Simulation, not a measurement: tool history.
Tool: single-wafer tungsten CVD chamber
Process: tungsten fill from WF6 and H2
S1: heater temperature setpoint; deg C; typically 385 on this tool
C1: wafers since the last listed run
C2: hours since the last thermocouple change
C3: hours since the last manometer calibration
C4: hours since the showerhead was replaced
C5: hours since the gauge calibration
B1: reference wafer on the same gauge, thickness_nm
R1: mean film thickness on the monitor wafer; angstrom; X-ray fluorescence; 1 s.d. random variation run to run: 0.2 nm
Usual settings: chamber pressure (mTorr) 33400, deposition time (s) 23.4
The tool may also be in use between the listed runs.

{"run": 1, "hour": 0.0, "S1": 385, "chamber pressure (mTorr)": 33400, "deposition time (s)": 19.9, "C1": 0, "C2": 2232.7, "C3": 976.6, "C4": 4637.8, "C5": 185.0, "B1": 53.265, "R1": 460.82}
{"run": 2, "hour": 11.5, "S1": 385, "chamber pressure (mTorr)": 33400, "deposition time (s)": 19.9, "C1": 285, "C2": 2244.2, "C3": 988.1, "C4": 4649.3, "C5": 196.5, "B1": 53.307, "R1": 462.64}
{"run": 3, "hour": 18.3, "S1": 380, "chamber pressure (mTorr)": 33400, "deposition time (s)": 23.4, "C1": 168, "C2": 2251.0, "C3": 994.9, "C4": 4656.1, "C5": 203.3, "B1": 53.369, "R1": 493.36}
{"run": 4, "hour": 26.4, "S1": 380, "chamber pressure (mTorr)": 33400, "deposition time (s)": 23.4, "C1": 201, "C2": 2259.1, "C3": 1003.0, "C4": 4664.2, "C5": 211.4, "B1": 53.293, "R1": 494.15}
{"run": 5, "hour": 39.5, "S1": 380, "chamber pressure (mTorr)": 33400, "deposition time (s)": 23.4, "C1": 325, "C2": 2272.2, "C3": 1016.1, "C4": 4677.3, "C5": 224.5, "B1": 53.185, "R1": 492.32}
{"run": 6, "hour": 49.6, "S1": 391, "chamber pressure (mTorr)": 27300, "deposition time (s)": 23.4, "C1": 250, "C2": 2282.3, "C3": 1026.2, "C4": 4687.4, "C5": 234.6, "B1": 53.269, "R1": 528.15}
{"run": 7, "hour": 61.8, "S1": 391, "chamber pressure (mTorr)": 27300, "deposition time (s)": 23.4, "C1": 302, "C2": 2294.5, "C3": 1038.4, "C4": 4699.6, "C5": 246.8, "B1": 53.359, "R1": 535.48}
{"hour": 63.2, "done": "gauge calibrated"}
{"run": 8, "hour": 69.0, "S1": 391, "chamber pressure (mTorr)": 27300, "deposition time (s)": 23.4, "C1": 178, "C2": 2301.7, "C3": 1045.6, "C4": 4706.8, "C5": 5.8, "B1": 53.348, "R1": 528.05}
{"run": 9, "hour": 84.0, "S1": 385, "chamber pressure (mTorr)": 33400, "deposition time (s)": 22.1, "C1": 372, "C2": 2316.7, "C3": 1060.6, "C4": 4721.8, "C5": 20.8, "B1": 53.266, "R1": 518.15}
{"run": 10, "hour": 96.7, "S1": 385, "chamber pressure (mTorr)": 33400, "deposition time (s)": 22.1, "C1": 315, "C2": 2329.4, "C3": 1073.3, "C4": 4734.5, "C5": 33.5, "B1": 53.292, "R1": 516.75}
{"run": 11, "hour": 102.7, "S1": 385, "chamber pressure (mTorr)": 33400, "deposition time (s)": 22.1, "C1": 148, "C2": 2335.4, "C3": 1079.3, "C4": 4740.5, "C5": 39.5, "B1": 53.299, "R1": 515.12}
{"run": 12, "hour": 120.0, "S1": 385, "chamber pressure (mTorr)": 35400, "deposition time (s)": 26.3, "C1": 429, "C2": 2352.7, "C3": 1096.6, "C4": 4757.8, "C5": 56.8, "B1": 53.355, "R1": 640.13}
{"run": 13, "hour": 130.6, "S1": 385, "chamber pressure (mTorr)": 33400, "deposition time (s)": 26.7, "C1": 263, "C2": 2363.3, "C3": 1107.2, "C4": 4768.4, "C5": 67.4, "B1": 53.289, "R1": 624.87}
{"run": 14, "hour": 142.4, "S1": 385, "chamber pressure (mTorr)": 33400, "deposition time (s)": 26.7, "C1": 293, "C2": 2375.1, "C3": 1119.0, "C4": 4780.2, "C5": 79.2, "B1": 53.378, "R1": 626.16}
{"run": 15, "hour": 158.1, "S1": 385, "chamber pressure (mTorr)": 33400, "deposition time (s)": 26.7, "C1": 389, "C2": 2390.8, "C3": 1134.7, "C4": 4795.9, "C5": 94.9, "B1": 53.287, "R1": 631.49}
{"run": 16, "hour": 164.6, "S1": 385, "chamber pressure (mTorr)": 33400, "deposition time (s)": 23.4, "C1": 161, "C2": 2397.3, "C3": 1141.2, "C4": 4802.4, "C5": 101.4, "B1": 53.331, "R1": 550.03}
{"run": 17, "hour": 173.7, "S1": 385, "chamber pressure (mTorr)": 30300, "deposition time (s)": 24.6, "C1": 225, "C2": 2406.4, "C3": 1150.3, "C4": 4811.5, "C5": 110.5, "B1": 53.3, "R1": 543.33}
{"run": 18, "hour": 181.3, "S1": 385, "chamber pressure (mTorr)": 31200, "deposition time (s)": 23.4, "C1": 188, "C2": 2414.0, "C3": 1157.9, "C4": 4819.1, "C5": 118.1, "B1": 53.255, "R1": 525.15}
{"hour": 199.5, "done": "thermocouple changed; heater temperature recalibrated"}
{"run": 19, "hour": 200.0, "S1": 385, "chamber pressure (mTorr)": 33400, "deposition time (s)": 19.4, "C1": 265, "C2": 0.5, "C3": 1176.6, "C4": 4837.8, "C5": 136.8, "B1": 53.311, "R1": 460.1}
{"run": 20, "hour": 212.5, "S1": 391, "chamber pressure (mTorr)": 33400, "deposition time (s)": 19.3, "C1": 310, "C2": 13.0, "C3": 1189.1, "C4": 4850.3, "C5": 149.3, "B1": 53.274, "R1": 513.62}
{"hour": 228.7, "done": "capacitance manometer re-zeroed and calibrated"}
{"run": 21, "hour": 229.2, "S1": 385, "chamber pressure (mTorr)": 33400, "deposition time (s)": 22.1, "C1": 216, "C2": 29.7, "C3": 0.5, "C4": 4867.0, "C5": 166.0, "B1": 53.364, "R1": 495.59}
{"run": 22, "hour": 233.0, "S1": 392, "chamber pressure (mTorr)": 33400, "deposition time (s)": 26.5, "C1": 94, "C2": 33.5, "C3": 4.3, "C4": 4870.8, "C5": 169.8, "B1": 53.225, "R1": 676.37}
{"run": 23, "hour": 247.6, "S1": 379, "chamber pressure (mTorr)": 33400, "deposition time (s)": 23.4, "C1": 362, "C2": 48.1, "C3": 18.9, "C4": 4885.4, "C5": 184.4, "B1": 53.388, "R1": 463.03}
{"run": 24, "hour": 256.0, "S1": 377, "chamber pressure (mTorr)": 41000, "deposition time (s)": 20.0, "C1": 208, "C2": 56.5, "C3": 27.3, "C4": 4893.8, "C5": 192.8, "B1": 53.286, "R1": 430.89}
{"hour": 268.3, "done": "gauge calibrated"}
{"hour": 272.2, "done": "showerhead replaced"}
{"run": 25, "hour": 272.7, "S1": 385, "chamber pressure (mTorr)": 25100, "deposition time (s)": 23.4, "C1": 216, "C2": 73.2, "C3": 44.0, "C4": 0.5, "C5": 4.4, "B1": 53.389, "R1": 421.56}
{"run": 26, "hour": 274.7, "S1": 374, "chamber pressure (mTorr)": 28900, "deposition time (s)": 23.4, "C1": 49, "C2": 75.2, "C3": 46.0, "C4": 2.5, "C5": 6.4, "B1": 53.342, "R1": 373.49}
{"run": 27, "hour": 284.2, "S1": 373, "chamber pressure (mTorr)": 28000, "deposition time (s)": 23.4, "C1": 235, "C2": 84.7, "C3": 55.5, "C4": 12.0, "C5": 15.9, "B1": 53.33, "R1": 360.81}
{"run": 28, "hour": 296.9, "S1": 391, "chamber pressure (mTorr)": 27300, "deposition time (s)": 23.4, "C1": 315, "C2": 97.4, "C3": 68.2, "C4": 24.7, "C5": 28.6, "B1": 53.276, "R1": 508.83}
{"run": 29, "hour": 310.2, "S1": 385, "chamber pressure (mTorr)": 33400, "deposition time (s)": 23.4, "C1": 330, "C2": 110.7, "C3": 81.5, "C4": 38.0, "C5": 41.9, "B1": 53.314, "R1": 522.22}
{"run": 30, "hour": 321.5, "S1": 371, "chamber pressure (mTorr)": 33400, "deposition time (s)": 25.9, "C1": 280, "C2": 122.0, "C3": 92.8, "C4": 49.3, "C5": 53.2, "B1": 53.226, "R1": 432.85}
{"run": 31, "hour": 329.7, "S1": 385, "chamber pressure (mTorr)": 33400, "deposition time (s)": 20.8, "C1": 203, "C2": 130.2, "C3": 101.0, "C4": 57.5, "C5": 61.4, "B1": 53.382, "R1": 464.82}
{"run": 32, "hour": 341.7, "S1": 374, "chamber pressure (mTorr)": 30200, "deposition time (s)": 27.7, "C1": 297, "C2": 142.2, "C3": 113.0, "C4": 69.5, "C5": 73.4, "B1": 53.336, "R1": 460.65}

Predict each of these 3 candidate next runs independently; none follows another, all start after run 32:
{"run": "A", "hour": 342.1, "S1": 385, "chamber pressure (mTorr)": 29400, "deposition time (s)": 23.4, "C1": 9, "C2": 142.6, "C3": 113.4, "C4": 69.9, "C5": 73.8, "B1": "?", "R1": "?"}
{"run": "B", "hour": 342.1, "S1": 376, "chamber pressure (mTorr)": 39900, "deposition time (s)": 26.2, "C1": 9, "C2": 142.6, "C3": 113.4, "C4": 69.9, "C5": 73.8, "B1": "?", "R1": "?"}
{"run": "C", "hour": 342.1, "S1": 398, "chamber pressure (mTorr)": 40900, "deposition time (s)": 20.5, "C1": 9, "C2": 142.6, "C3": 113.4, "C4": 69.9, "C5": 73.8, "B1": "?", "R1": "?"}

run=A B1=53.336 R1=479.15
run=B B1=53.336 R1=549.74
run=C B1=53.336 R1=671.34
With the hidden condition removed and each run's random variation left untouched, the same runs would have given:
run=A R1=479.05
run=B R1=549.63
run=C R1=671.21
